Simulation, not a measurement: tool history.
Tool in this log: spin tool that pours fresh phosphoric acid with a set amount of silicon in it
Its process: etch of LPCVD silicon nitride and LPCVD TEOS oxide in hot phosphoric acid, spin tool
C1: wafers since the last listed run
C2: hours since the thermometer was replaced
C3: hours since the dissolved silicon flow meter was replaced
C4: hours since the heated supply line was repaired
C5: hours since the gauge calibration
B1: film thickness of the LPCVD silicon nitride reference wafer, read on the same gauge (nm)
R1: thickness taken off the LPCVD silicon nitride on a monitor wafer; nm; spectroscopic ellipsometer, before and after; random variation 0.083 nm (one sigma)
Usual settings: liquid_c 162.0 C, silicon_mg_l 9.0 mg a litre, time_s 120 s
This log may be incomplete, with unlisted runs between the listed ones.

{"run": 1, "day": 0.0, "liquid_c": 164.5, "silicon_mg_l": 4.5, "time_s": 80, "C1": 0, "C2": 2205.3, "C3": 189.5, "C4": 228.7, "C5": 1754.1, "B1": 120.02, "R1": 6.83}
{"run": 2, "day": 2.042, "liquid_c": 162.0, "silicon_mg_l": 9.0, "time_s": 120, "C1": 568, "C2": 2254.3, "C3": 238.5, "C4": 277.7, "C5": 1803.1, "B1": 120.01, "R1": 9.54}
{"run": 3, "day": 3.888, "liquid_c": 160.5, "silicon_mg_l": 11.0, "time_s": 100, "C1": 513, "C2": 2298.6, "C3": 282.8, "C4": 322.0, "C5": 1847.4, "B1": 120.02, "R1": 7.56}
{"run": 4, "day": 6.538, "liquid_c": 164.5, "silicon_mg_l": 4.5, "time_s": 80, "C1": 737, "C2": 2362.2, "C3": 346.4, "C4": 385.6, "C5": 1911.0, "B1": 119.98, "R1": 6.78}
{"run": 5, "day": 7.946, "liquid_c": 162.0, "silicon_mg_l": 9.0, "time_s": 120, "C1": 391, "C2": 2396.0, "C3": 380.2, "C4": 419.4, "C5": 1944.8, "B1": 120.01, "R1": 9.37}
{"day": 8.204, "done": "gauge calibrated"}
{"day": 8.288, "done": "heated supply line repaired, repeated, since the last time left the tool worse"}
{"run": 6, "day": 10.017, "liquid_c": 162.0, "silicon_mg_l": 9.0, "time_s": 120, "C1": 564, "C2": 2445.7, "C3": 429.9, "C4": 41.5, "C5": 43.5, "B1": 120.02, "R1": 11.09}
{"run": 7, "day": 12.588, "liquid_c": 164.0, "silicon_mg_l": 9.0, "time_s": 120, "C1": 715, "C2": 2507.4, "C3": 491.6, "C4": 103.2, "C5": 105.2, "B1": 120.0, "R1": 11.59}
{"day": 14.583, "done": "thermometer replaced"}
{"run": 8, "day": 15.546, "liquid_c": 159.5, "silicon_mg_l": 4.5, "time_s": 155, "C1": 811, "C2": 23.1, "C3": 562.6, "C4": 174.2, "C5": 176.2, "B1": 120.0, "R1": 13.14}
{"run": 9, "day": 17.412, "liquid_c": 164.5, "silicon_mg_l": 9.0, "time_s": 120, "C1": 519, "C2": 67.9, "C3": 607.4, "C4": 219.0, "C5": 221.0, "B1": 120.0, "R1": 11.88}
{"run": 10, "day": 20.079, "liquid_c": 163.5, "silicon_mg_l": 9.0, "time_s": 145, "C1": 742, "C2": 131.9, "C3": 671.4, "C4": 283.0, "C5": 285.0, "B1": 120.04, "R1": 13.68}
{"run": 11, "day": 22.012, "liquid_c": 162.0, "silicon_mg_l": 13.5, "time_s": 120, "C1": 537, "C2": 178.3, "C3": 717.8, "C4": 329.4, "C5": 331.4, "B1": 119.96, "R1": 10.78}
{"day": 23.867, "done": "dissolved silicon flow meter replaced"}
{"run": 12, "day": 26.529, "liquid_c": 160.5, "silicon_mg_l": 5.0, "time_s": 140, "C1": 1245, "C2": 286.7, "C3": 63.9, "C4": 437.8, "C5": 439.8, "B1": 119.99, "R1": 11.72}
{"run": 13, "day": 28.258, "liquid_c": 161.0, "silicon_mg_l": 13.5, "time_s": 120, "C1": 481, "C2": 328.2, "C3": 105.4, "C4": 479.3, "C5": 481.3, "B1": 120.04, "R1": 10.3}
{"run": 14, "day": 30.896, "liquid_c": 162.0, "silicon_mg_l": 15.0, "time_s": 120, "C1": 733, "C2": 391.5, "C3": 168.7, "C4": 542.6, "C5": 544.6, "B1": 119.98, "R1": 10.6}
{"run": 15, "day": 32.192, "liquid_c": 162.0, "silicon_mg_l": 14.0, "time_s": 165, "C1": 360, "C2": 422.6, "C3": 199.8, "C4": 573.7, "C5": 575.7, "B1": 120.0, "R1": 14.59}
{"run": 16, "day": 34.629, "liquid_c": 162.0, "silicon_mg_l": 9.0, "time_s": 120, "C1": 678, "C2": 481.1, "C3": 258.3, "C4": 632.2, "C5": 634.2, "B1": 119.99, "R1": 10.49}
{"run": 17, "day": 36.154, "liquid_c": 162.0, "silicon_mg_l": 15.5, "time_s": 120, "C1": 424, "C2": 517.7, "C3": 294.9, "C4": 668.8, "C5": 670.8, "B1": 119.95, "R1": 10.36}
{"run": 18, "day": 37.229, "liquid_c": 162.0, "silicon_mg_l": 12.5, "time_s": 120, "C1": 299, "C2": 543.5, "C3": 320.7, "C4": 694.6, "C5": 696.6, "B1": 119.99, "R1": 10.62}
{"run": 19, "day": 38.3, "liquid_c": 162.0, "silicon_mg_l": 14.5, "time_s": 120, "C1": 297, "C2": 569.2, "C3": 346.4, "C4": 720.3, "C5": 722.3, "B1": 119.99, "R1": 10.29}
{"run": 20, "day": 40.083, "liquid_c": 163.5, "silicon_mg_l": 3.5, "time_s": 90, "C1": 496, "C2": 612.0, "C3": 389.2, "C4": 763.1, "C5": 765.1, "B1": 120.0, "R1": 8.22}
{"day": 42.096, "done": "heated supply line repaired"}
{"run": 21, "day": 42.454, "liquid_c": 162.0, "silicon_mg_l": 9.0, "time_s": 120, "C1": 648, "C2": 668.9, "C3": 446.1, "C4": 8.6, "C5": 822.0, "B1": 120.01, "R1": 11.24}
{"run": 22, "day": 44.404, "liquid_c": 160.5, "silicon_mg_l": 5.0, "time_s": 165, "C1": 542, "C2": 715.7, "C3": 492.9, "C4": 55.4, "C5": 868.8, "B1": 119.98, "R1": 14.61}

4 ways to go on from here, each from the tool as it stands after run 22. What would each give?
{"run": "A", "day": 44.425, "liquid_c": 162.0, "silicon_mg_l": 13.0, "time_s": 120, "C1": 5, "C2": 716.2, "C3": 493.4, "C4": 55.9, "C5": 869.3, "B1": "?", "R1": "?"}
{"run": "B", "day": 44.425, "liquid_c": 162.0, "silicon_mg_l": 5.0, "time_s": 120, "C1": 5, "C2": 716.2, "C3": 493.4, "C4": 55.9, "C5": 869.3, "B1": "?", "R1": "?"}
{"run": "C", "day": 44.425, "liquid_c": 163.5, "silicon_mg_l": 11.0, "time_s": 120, "C1": 5, "C2": 716.2, "C3": 493.4, "C4": 55.9, "C5": 869.3, "B1": "?", "R1": "?"}
{"run": "D", "day": 44.425, "liquid_c": 162.0, "silicon_mg_l": 12.0, "time_s": 150, "C1": 5, "C2": 716.2, "C3": 493.4, "C4": 55.9, "C5": 869.3, "B1": "?", "R1": "?"}

run=A B1=120.05 R1=11.14
run=B B1=120.05 R1=11.14
run=C B1=120.05 R1=11.71
run=D B1=120.05 R1=13.93
Without the tool's hidden state the same runs would have given:
run=A R1=11.28
run=B R1=11.28
run=C R1=11.85
run=D R1=14.09
